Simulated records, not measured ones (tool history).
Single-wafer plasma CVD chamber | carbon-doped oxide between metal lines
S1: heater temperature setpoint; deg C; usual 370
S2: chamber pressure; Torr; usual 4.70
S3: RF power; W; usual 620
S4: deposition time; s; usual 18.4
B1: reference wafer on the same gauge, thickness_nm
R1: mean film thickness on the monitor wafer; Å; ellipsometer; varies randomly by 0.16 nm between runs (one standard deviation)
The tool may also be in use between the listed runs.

| run | hour | S1 | S2 | S3 | S4 | B1 | R1 |
|---|---|---|---|---|---|---|---|
| 1 | 0.0 | 370 | 4.70 | 620 | 21.1 | 108.990 | 1113.68 |
|  | 8.0 | gauge calibrated |
| 2 | 10.3 | 370 | 5.58 | 715 | 18.4 | 108.984 | 1140.12 |
| 3 | 22.7 | 370 | 4.70 | 620 | 18.4 | 108.953 | 976.65 |
| 4 | 40.6 | 370 | 4.70 | 620 | 18.4 | 109.007 | 979.59 |
| 5 | 49.7 | 370 | 4.70 | 620 | 18.4 | 109.037 | 974.34 |
| 6 | 65.4 | 370 | 4.70 | 620 | 18.4 | 109.050 | 974.06 |
|  | 76.9 | capacitance manometer re-zeroed and calibrated |
| 7 | 80.8 | 370 | 4.70 | 620 | 18.4 | 109.059 | 975.21 |
|  | 89.7 | RF generator calibrated |
|  | 104.9 | showerhead replaced |
| 8 | 117.5 | 364 | 4.70 | 620 | 15.0 | 109.063 | 882.45 |
| 9 | 125.8 | 376 | 4.70 | 620 | 22.0 | 108.981 | 1247.14 |
|  | 129.2 | gauge calibrated |
| 10 | 134.0 | 370 | 4.70 | 620 | 18.4 | 109.046 | 1056.85 |
|  | 149.0 | thermocouple changed; heater temperature recalibrated |
| 11 | 149.5 | 362 | 5.87 | 520 | 21.6 | 108.956 | 1078.65 |
| 12 | 161.9 | 370 | 4.70 | 690 | 19.8 | 108.981 | 1252.67 |
| 13 | 178.8 | 370 | 4.25 | 620 | 15.5 | 108.976 | 879.52 |
| 14 | 190.9 | 370 | 5.28 | 620 | 20.7 | 108.976 | 1203.67 |

Branching from run 14: 3 alternative next runs. What would each branch give?
| A | 191.3 | 370 | 4.70 | 620 | 18.4 | ? | ? |
| B | 191.3 | 370 | 4.70 | 560 | 18.4 | ? | ? |
| C | 191.3 | 380 | 4.70 | 620 | 18.4 | ? | ? |

| run | B1 | R1 |
|---|---|---|
| A | 108.937 | 1053.22 |
| B | 108.937 | 950.36 |
| C | 108.937 | 1027.83 |
Take away the tool's hidden state, keep each run's random variation, and the runs would have read:
| run | R1 |
|---|---|
| A | 1067.17 |
| B | 963.31 |
| C | 1041.46 |

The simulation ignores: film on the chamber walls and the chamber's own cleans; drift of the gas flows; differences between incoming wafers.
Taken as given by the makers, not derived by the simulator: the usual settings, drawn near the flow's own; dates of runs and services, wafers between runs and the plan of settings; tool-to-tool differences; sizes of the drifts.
